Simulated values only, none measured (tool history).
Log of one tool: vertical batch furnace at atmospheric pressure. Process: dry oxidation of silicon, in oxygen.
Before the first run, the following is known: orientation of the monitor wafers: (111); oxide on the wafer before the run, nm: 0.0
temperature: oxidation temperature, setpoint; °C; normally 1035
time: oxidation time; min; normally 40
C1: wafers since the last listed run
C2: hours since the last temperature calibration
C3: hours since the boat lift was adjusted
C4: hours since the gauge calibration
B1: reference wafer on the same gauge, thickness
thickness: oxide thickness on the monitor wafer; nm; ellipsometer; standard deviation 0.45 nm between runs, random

Run 1, hour 0: usual settings but time 28 min; C1 0; C2 3896.3; C3 2338.2; C4 54.9; B1 81.8. Result: thickness 61.31 nm.
Run 2, hour 16.4: usual settings but temperature 1043 °C; C1 185; C2 3912.7; C3 2354.6; C4 71.3; B1 82.05. Result: thickness 80.78 nm.
Run 3, hour 38.9: usual settings but temperature 1043 °C; C1 254; C2 3935.2; C3 2377.1; C4 93.8; B1 81.93. Result: thickness 80.4 nm.
Run 4, hour 63.3: usual settings; C1 275; C2 3959.6; C3 2401.5; C4 118.2; B1 82.23. Result: thickness 76.01 nm.
Run 5, hour 87.5: usual settings but temperature 1019 °C; C1 273; C2 3983.8; C3 2425.7; C4 142.4; B1 81.95. Result: thickness 68.65 nm.
Run 6, hour 119.3: usual settings but time 29.5 min; C1 359; C2 4015.6; C3 2457.5; C4 174.2; B1 81.96. Result: thickness 63.09 nm.
Run 7, hour 148.5: usual settings but time 29.5 min; C1 330; C2 4044.8; C3 2486.7; C4 203.4; B1 81.83. Result: thickness 62.61 nm.
Run 8, hour 163.4: usual settings but time 29.5 min; C1 168; C2 4059.7; C3 2501.6; C4 218.3; B1 82.02. Result: thickness 62.84 nm.
Run 9, hour 186.1: usual settings; C1 256; C2 4082.4; C3 2524.3; C4 241; B1 81.96. Result: thickness 76.84 nm.
Run 10, hour 218.2: usual settings; C1 362; C2 4114.5; C3 2556.4; C4 273.1; B1 82.11. Result: thickness 76.75 nm.
Run 11, hour 233.9: usual settings; C1 177; C2 4130.2; C3 2572.1; C4 288.8; B1 82.25. Result: thickness 75.89 nm.
Run 12, hour 266.7: usual settings but temperature 1042 °C, time 45.5 min; C1 370; C2 4163; C3 2604.9; C4 321.6; B1 82.09. Result: thickness 86.93 nm.
Run 13, hour 285.4: usual settings but temperature 1042 °C, time 45.5 min; C1 211; C2 4181.7; C3 2623.6; C4 340.3; B1 82.02. Result: thickness 85.62 nm.
Run 14, hour 305.9: usual settings; C1 231; C2 4202.2; C3 2644.1; C4 360.8; B1 82.05. Result: thickness 76.16 nm.
At hour 340.1: thermocouples replaced and temperature profile calibrated.
Run 15, hour 340.6: usual settings; C1 120; C2 0.5; C3 2678.8; C4 395.5; B1 81.87. Result: thickness 75.98 nm.
Run 16, hour 353.4: usual settings; C1 144; C2 13.3; C3 2691.6; C4 408.3; B1 81.99. Result: thickness 76.09 nm.
Run 17, hour 372.4: usual settings; C1 214; C2 32.3; C3 2710.6; C4 427.3; B1 82.03. Result: thickness 77.28 nm.
Run 18, hour 389.7: usual settings but temperature 1026 °C, time 33.5 min; C1 195; C2 49.6; C3 2727.9; C4 444.6; B1 82.07. Result: thickness 63.86 nm.
At hour 438.8: boat lift adjusted.
Run 19, hour 439.3: usual settings; C1 289; C2 99.2; C3 0.5; C4 494.2; B1 81.95. Result: thickness 76.85 nm.
Run 20, hour 451.3: usual settings; C1 135; C2 111.2; C3 12.5; C4 506.2; B1 81.69. Result: thickness 76.33 nm.
Run 21, hour 480.3: usual settings; C1 327; C2 140.2; C3 41.5; C4 535.2; B1 81.78. Result: thickness 77 nm.
Run 22, hour 499.8: usual settings; C1 220; C2 159.7; C3 61; C4 554.7; B1 82.13. Result: thickness 76.87 nm.
Run 23, hour 530.8: usual settings but time 28 min; C1 350; C2 190.7; C3 92; C4 585.7; B1 82.11. Result: thickness 61.16 nm.
Run 24, hour 564.8: usual settings but temperature 1013 °C, time 47 min; C1 384; C2 224.7; C3 126; C4 619.7; B1 81.97. Result: thickness 73.27 nm.
Run 25, hour 595.2: usual settings but time 27 min; C1 343; C2 255.1; C3 156.4; C4 650.1; B1 82.04. Result: thickness 59.08 nm.
Run 26, hour 627.3: usual settings but time 56.5 min; C1 362; C2 287.2; C3 188.5; C4 682.2; B1 81.92. Result: thickness 95.06 nm.
At hour 642.8: gauge calibrated.
Run 27, hour 662.6: usual settings but temperature 1019 °C, time 53 min; C1 399; C2 322.5; C3 223.8; C4 19.8; B1 81.96. Result: thickness 82.24 nm.
Run 28, hour 684.3: usual settings but temperature 1053 °C, time 33.5 min; C1 245; C2 344.2; C3 245.5; C4 41.5; B1 81.89. Result: thickness 76.88 nm.
Run 29, hour 701.5: usual settings but temperature 1057 °C, time 32 min; C1 194; C2 361.4; C3 262.7; C4 58.7; B1 82. Result: thickness 75.86 nm.
Run 30, hour 713.5: usual settings but time 53 min; C1 135; C2 373.4; C3 274.7; C4 70.7; B1 82.03. Result: thickness 92.22 nm.
Run 31, hour 733.4: usual settings but time 51 min; C1 224; C2 393.3; C3 294.6; C4 90.6; B1 81.99. Result: thickness 89.19 nm.
Run 32, hour 761.2: usual settings but time 51.5 min; C1 314; C2 421.1; C3 322.4; C4 118.4; B1 81.79. Result: thickness 90.58 nm.
Run 33, hour 775.7: usual settings but time 24.5 min; C1 163; C2 435.6; C3 336.9; C4 132.9; B1 82.06. Result: thickness 55.7 nm.
Run 34, hour 809.7: usual settings but temperature 1047 °C, time 30.5 min; C1 384; C2 469.6; C3 370.9; C4 166.9; B1 82.06. Result: thickness 68.98 nm.

4 ways to go on from here, each from the tool as it stands after run 34. What would each give?
Run A, hour 813.6: usual settings; C1 44; C2 473.5; C3 374.8; C4 170.8; B1 ?. Result: thickness ?.
Run B, hour 813.6: usual settings but temperature 1015 °C, time 25 min; C1 44; C2 473.5; C3 374.8; C4 170.8; B1 ?. Result: thickness ?.
Run C, hour 813.6: usual settings but temperature 1024 °C; C1 44; C2 473.5; C3 374.8; C4 170.8; B1 ?. Result: thickness ?.
Run D, hour 813.6: usual settings but temperature 1020 °C, time 25.5 min; C1 44; C2 473.5; C3 374.8; C4 170.8; B1 ?. Result: thickness ?.

run     B1  thickness
  A  82.04      75.95
  B  82.04      48.66
  C  82.04      70.77
  D  82.04      51.23
What these runs would have given with no unlogged condition in the tool:
run  thickness
  A      75.95
  B      48.66
  C      70.77
  D      51.23
